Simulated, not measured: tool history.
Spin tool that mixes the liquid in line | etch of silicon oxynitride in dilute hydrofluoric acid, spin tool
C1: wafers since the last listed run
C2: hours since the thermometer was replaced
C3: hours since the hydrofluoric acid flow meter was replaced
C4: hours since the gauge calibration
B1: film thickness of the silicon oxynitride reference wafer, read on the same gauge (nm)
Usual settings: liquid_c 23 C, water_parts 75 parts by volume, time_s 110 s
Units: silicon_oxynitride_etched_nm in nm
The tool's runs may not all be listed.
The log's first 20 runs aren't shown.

-- day=19.104 gauge calibrated
run 21 day=19.921 | liquid_c=23 water_parts=50 time_s=110 | C1=259 C2=2130.3 C3=1602 C4=19.6 | B1=29.97 | silicon_oxynitride_etched_nm=7.664
run 22 day=20.458 | liquid_c=23 water_parts=75 time_s=110 | C1=139 C2=2143.2 C3=1614.9 C4=32.5 | B1=30.042 | silicon_oxynitride_etched_nm=4.903
-- day=23.162 thermometer replaced
run 23 day=23.954 | liquid_c=23 water_parts=95 time_s=110 | C1=893 C2=19 C3=1698.8 C4=116.4 | B1=29.973 | silicon_oxynitride_etched_nm=3.883
run 24 day=24.592 | liquid_c=20.5 water_parts=55 time_s=110 | C1=164 C2=34.3 C3=1714.1 C4=131.7 | B1=29.982 | silicon_oxynitride_etched_nm=6.2
run 25 day=25.912 | liquid_c=28 water_parts=60 time_s=75 | C1=341 C2=66 C3=1745.8 C4=163.4 | B1=30.007 | silicon_oxynitride_etched_nm=5.4
run 26 day=26.6 | liquid_c=23 water_parts=75 time_s=170 | C1=177 C2=82.5 C3=1762.3 C4=179.9 | B1=29.984 | silicon_oxynitride_etched_nm=7.821
-- day=26.996 hydrofluoric acid flow meter replaced
run 27 day=27.6 | liquid_c=23 water_parts=45 time_s=160 | C1=247 C2=106.5 C3=14.5 C4=203.9 | B1=30.01 | silicon_oxynitride_etched_nm=10.987
run 28 day=28.683 | liquid_c=25 water_parts=110 time_s=110 | C1=280 C2=132.5 C3=40.5 C4=229.9 | B1=29.951 | silicon_oxynitride_etched_nm=3.244
run 29 day=29.275 | liquid_c=25.5 water_parts=55 time_s=140 | C1=153 C2=146.7 C3=54.7 C4=244.1 | B1=30 | silicon_oxynitride_etched_nm=8.698
run 30 day=30.267 | liquid_c=23 water_parts=75 time_s=110 | C1=256 C2=170.5 C3=78.5 C4=267.9 | B1=29.976 | silicon_oxynitride_etched_nm=4.517
run 31 day=31.65 | liquid_c=23 water_parts=35 time_s=130 | C1=357 C2=203.7 C3=111.7 C4=301.1 | B1=30.06 | silicon_oxynitride_etched_nm=11.848
run 32 day=32.954 | liquid_c=28 water_parts=35 time_s=110 | C1=337 C2=235 C3=143 C4=332.4 | B1=29.996 | silicon_oxynitride_etched_nm=12.591
run 33 day=33.792 | liquid_c=23 water_parts=75 time_s=110 | C1=216 C2=255.1 C3=163.1 C4=352.5 | B1=29.96 | silicon_oxynitride_etched_nm=4.464

The next listed run, before its measurement:
run 34 day=34.604 | liquid_c=25 water_parts=75 time_s=55 | C1=210 C2=274.6 C3=182.6 C4=372 | B1=? | silicon_oxynitride_etched_nm=?

B1: 30.005
silicon_oxynitride_etched_nm: 2.474 nm
Without the tool's hidden state the same run would have given silicon_oxynitride_etched_nm 2.442 nm.
